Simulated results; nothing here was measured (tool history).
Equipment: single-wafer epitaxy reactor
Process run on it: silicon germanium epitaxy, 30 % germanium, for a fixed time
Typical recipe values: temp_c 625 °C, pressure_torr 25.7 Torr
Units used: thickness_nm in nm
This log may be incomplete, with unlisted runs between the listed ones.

| run | hour | temp_c | pressure_torr | read-back reference wafer on the same gauge, thickness_nm | thickness_nm |
|---|---|---|---|---|---|
| 1 | 0.0 | 622 | 27.6 | 114.962 | 101.194 |
| 2 | 32.2 | 622 | 27.6 | 115.142 | 101.068 |
| 3 | 49.2 | 622 | 27.6 | 115.115 | 100.486 |
| 4 | 70.4 | 625 | 25.7 | 115.083 | 104.091 |
|  | 92.5 | gauge calibrated |
| 5 | 102.6 | 625 | 25.7 | 115.077 | 104.032 |
| 6 | 115.7 | 625 | 25.7 | 114.939 | 103.955 |
| 7 | 142.6 | 625 | 25.7 | 114.976 | 103.685 |
|  | 180.4 | capacitance manometer re-zeroed and calibrated |
| 8 | 180.9 | 625 | 25.7 | 114.927 | 103.822 |
| 9 | 187.2 | 625 | 25.7 | 115.067 | 103.831 |
| 10 | 202.3 | 625 | 28.0 | 115.040 | 106.382 |
| 11 | 224.7 | 615 | 28.8 | 114.841 | 90.706 |
| 12 | 251.2 | 625 | 25.7 | 115.078 | 103.569 |
|  | 265.1 | showerhead replaced |
| 13 | 283.0 | 625 | 25.7 | 115.135 | 104.182 |
|  | 309.1 | pyrometer calibrated |
| 14 | 309.6 | 632 | 22.4 | 115.012 | 112.179 |
| 15 | 340.0 | 639 | 22.3 | 114.834 | 126.027 |
|  | 411.3 | gauge calibrated |
| 16 | 443.5 | 638 | 20.5 | 115.007 | 121.487 |
| 17 | 458.6 | 620 | 31.9 | 115.029 | 101.965 |
| 18 | 476.5 | 625 | 22.5 | 114.890 | 99.706 |
| 19 | 502.2 | 625 | 25.7 | 115.006 | 104.040 |
| 20 | 518.7 | 625 | 31.6 | 115.120 | 110.682 |
| 21 | 536.4 | 635 | 22.0 | 115.113 | 117.744 |

Branching from run 21: 4 alternative next runs. What would each branch give?
| A | 536.8 | 616 | 25.7 | ? | ? |
| B | 536.8 | 621 | 22.5 | ? | ? |
| C | 536.8 | 618 | 29.6 | ? | ? |
| D | 536.8 | 617 | 23.7 | ? | ? |

| run | read-back reference wafer on the same gauge, thickness_nm | thickness_nm |
|---|---|---|
| A | 115.011 | 89.055 |
| B | 115.011 | 93.506 |
| C | 115.011 | 96.037 |
| D | 115.011 | 88.563 |
Without the tool's unlogged condition, the same runs would have read:
| run | thickness_nm |
|---|---|
| A | 89.055 |
| B | 93.506 |
| C | 96.037 |
| D | 88.563 |

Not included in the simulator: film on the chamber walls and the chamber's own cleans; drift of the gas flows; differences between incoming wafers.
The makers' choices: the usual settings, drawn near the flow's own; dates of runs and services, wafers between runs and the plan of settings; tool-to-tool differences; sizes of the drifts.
